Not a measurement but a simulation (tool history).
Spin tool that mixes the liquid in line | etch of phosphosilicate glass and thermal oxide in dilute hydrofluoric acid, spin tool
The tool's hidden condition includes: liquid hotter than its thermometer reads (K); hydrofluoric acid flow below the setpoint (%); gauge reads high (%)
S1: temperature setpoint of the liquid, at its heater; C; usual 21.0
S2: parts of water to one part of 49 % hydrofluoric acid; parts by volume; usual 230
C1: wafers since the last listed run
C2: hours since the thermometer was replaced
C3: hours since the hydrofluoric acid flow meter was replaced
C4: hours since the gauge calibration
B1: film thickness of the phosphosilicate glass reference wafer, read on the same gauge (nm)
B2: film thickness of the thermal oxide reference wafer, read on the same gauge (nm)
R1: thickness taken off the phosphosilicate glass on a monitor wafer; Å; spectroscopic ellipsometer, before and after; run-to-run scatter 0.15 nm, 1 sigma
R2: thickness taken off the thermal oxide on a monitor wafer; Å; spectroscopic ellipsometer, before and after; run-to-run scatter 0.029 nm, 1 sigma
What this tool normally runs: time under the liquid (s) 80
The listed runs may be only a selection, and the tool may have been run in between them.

run 1 hour=0.0 | S1=21.0 S2=230 time_under_the_liquid_(s)=55 | C1=0 C2=1900.1 C3=650.9 C4=265.9 | B1=149.97 B2=30.024 | R1=164.1 R2=9.70
run 2 hour=35.5 | S1=21.0 S2=230 time_under_the_liquid_(s)=80 | C1=520 C2=1935.6 C3=686.4 C4=301.4 | B1=149.99 B2=29.985 | R1=233.7 R2=13.26
run 3 hour=50.4 | S1=21.0 S2=230 time_under_the_liquid_(s)=80 | C1=218 C2=1950.5 C3=701.3 C4=316.3 | B1=150.00 B2=29.947 | R1=237.3 R2=13.56
run 4 hour=64.1 | S1=21.0 S2=230 time_under_the_liquid_(s)=80 | C1=200 C2=1964.2 C3=715.0 C4=330.0 | B1=150.04 B2=30.007 | R1=233.6 R2=13.62
run 5 hour=94.4 | S1=18.5 S2=230 time_under_the_liquid_(s)=80 | C1=444 C2=1994.5 C3=745.3 C4=360.3 | B1=150.04 B2=30.002 | R1=218.9 R2=12.22
run 6 hour=122.2 | S1=17.0 S2=200 time_under_the_liquid_(s)=120 | C1=407 C2=2022.3 C3=773.1 C4=388.1 | B1=149.97 B2=30.005 | R1=360.4 R2=20.93
run 7 hour=146.6 | S1=21.0 S2=230 time_under_the_liquid_(s)=95 | C1=357 C2=2046.7 C3=797.5 C4=412.5 | B1=149.95 B2=30.031 | R1=281.0 R2=16.34
run 8 hour=174.4 | S1=21.0 S2=230 time_under_the_liquid_(s)=80 | C1=407 C2=2074.5 C3=825.3 C4=440.3 | B1=149.98 B2=30.033 | R1=241.0 R2=13.34
run 9 hour=197.8 | S1=17.5 S2=315 time_under_the_liquid_(s)=45 | C1=343 C2=2097.9 C3=848.7 C4=463.7 | B1=150.07 B2=30.026 | R1=79.4 R2=4.53
run 10 hour=213.5 | S1=18.0 S2=185 time_under_the_liquid_(s)=115 | C1=230 C2=2113.6 C3=864.4 C4=479.4 | B1=149.98 B2=29.962 | R1=397.1 R2=22.67
-- hour=219.8 thermometer replaced
run 11 hour=248.8 | S1=21.0 S2=230 time_under_the_liquid_(s)=80 | C1=503 C2=29.0 C3=899.7 C4=514.7 | B1=149.98 B2=29.941 | R1=222.9 R2=12.91
-- hour=254.5 hydrofluoric acid flow meter replaced
run 12 hour=269.6 | S1=21.0 S2=230 time_under_the_liquid_(s)=80 | C1=290 C2=49.8 C3=15.1 C4=535.5 | B1=150.00 B2=29.957 | R1=223.6 R2=12.36
run 13 hour=357.0 | S1=21.0 S2=300 time_under_the_liquid_(s)=50 | C1=1281 C2=137.2 C3=102.5 C4=622.9 | B1=149.98 B2=30.015 | R1=100.3 R2=5.63
run 14 hour=374.1 | S1=21.0 S2=270 time_under_the_liquid_(s)=130 | C1=250 C2=154.3 C3=119.6 C4=640.0 | B1=149.99 B2=30.011 | R1=296.4 R2=17.34
run 15 hour=397.8 | S1=21.0 S2=200 time_under_the_liquid_(s)=65 | C1=347 C2=178.0 C3=143.3 C4=663.7 | B1=149.98 B2=30.026 | R1=214.7 R2=12.22
run 16 hour=429.6 | S1=21.0 S2=230 time_under_the_liquid_(s)=80 | C1=466 C2=209.8 C3=175.1 C4=695.5 | B1=150.03 B2=29.979 | R1=221.4 R2=12.68
run 17 hour=451.2 | S1=17.0 S2=300 time_under_the_liquid_(s)=50 | C1=316 C2=231.4 C3=196.7 C4=717.1 | B1=150.05 B2=30.039 | R1=86.2 R2=4.85
run 18 hour=481.9 | S1=21.0 S2=230 time_under_the_liquid_(s)=80 | C1=450 C2=262.1 C3=227.4 C4=747.8 | B1=149.99 B2=30.012 | R1=223.0 R2=13.31
-- hour=493.7 gauge calibrated
run 19 hour=517.5 | S1=22.5 S2=230 time_under_the_liquid_(s)=60 | C1=522 C2=297.7 C3=263.0 C4=23.8 | B1=150.03 B2=29.953 | R1=177.0 R2=10.39
run 20 hour=550.0 | S1=26.0 S2=145 time_under_the_liquid_(s)=115 | C1=476 C2=330.2 C3=295.5 C4=56.3 | B1=150.00 B2=29.982 | R1=681.4 R2=39.08
run 21 hour=579.0 | S1=21.0 S2=230 time_under_the_liquid_(s)=80 | C1=425 C2=359.2 C3=324.5 C4=85.3 | B1=149.96 B2=29.963 | R1=223.9 R2=12.84
run 22 hour=596.7 | S1=21.0 S2=230 time_under_the_liquid_(s)=80 | C1=259 C2=376.9 C3=342.2 C4=103.0 | B1=150.04 B2=29.988 | R1=224.4 R2=13.19
run 23 hour=623.0 | S1=18.0 S2=230 time_under_the_liquid_(s)=80 | C1=385 C2=403.2 C3=368.5 C4=129.3 | B1=149.98 B2=29.975 | R1=201.7 R2=11.53
run 24 hour=651.9 | S1=21.0 S2=230 time_under_the_liquid_(s)=65 | C1=423 C2=432.1 C3=397.4 C4=158.2 | B1=150.02 B2=29.957 | R1=183.1 R2=10.62
run 25 hour=678.4 | S1=23.5 S2=230 time_under_the_liquid_(s)=40 | C1=388 C2=458.6 C3=423.9 C4=184.7 | B1=150.04 B2=29.993 | R1=123.1 R2=6.87
run 26 hour=758.6 | S1=23.5 S2=230 time_under_the_liquid_(s)=100 | C1=1176 C2=538.8 C3=504.1 C4=264.9 | B1=149.99 B2=29.974 | R1=312.6 R2=17.93
run 27 hour=784.1 | S1=21.0 S2=230 time_under_the_liquid_(s)=80 | C1=374 C2=564.3 C3=529.6 C4=290.4 | B1=149.96 B2=30.026 | R1=225.9 R2=13.13

For each run, what was the tool's unlogged condition?
hydrofluoric acid flow below the setpoint (%): 0 at every run
gauge reads high (%): 0 at every run
H1: liquid hotter than its thermometer reads (K)
run=1 H1=1.83
run=2 H1=1.86
run=3 H1=1.88
run=4 H1=1.89
run=5 H1=1.92
run=6 H1=1.94
run=7 H1=1.96
run=8 H1=1.99
run=9 H1=2.01
run=10 H1=2.02
run=11 H1=0.147
run=12 H1=0.165
run=13 H1=0.244
run=14 H1=0.259
run=15 H1=0.281
run=16 H1=0.309
run=17 H1=0.329
run=18 H1=0.356
run=19 H1=0.388
run=20 H1=0.418
run=21 H1=0.444
run=22 H1=0.46
run=23 H1=0.483
run=24 H1=0.509
run=25 H1=0.533
run=26 H1=0.605
run=27 H1=0.628
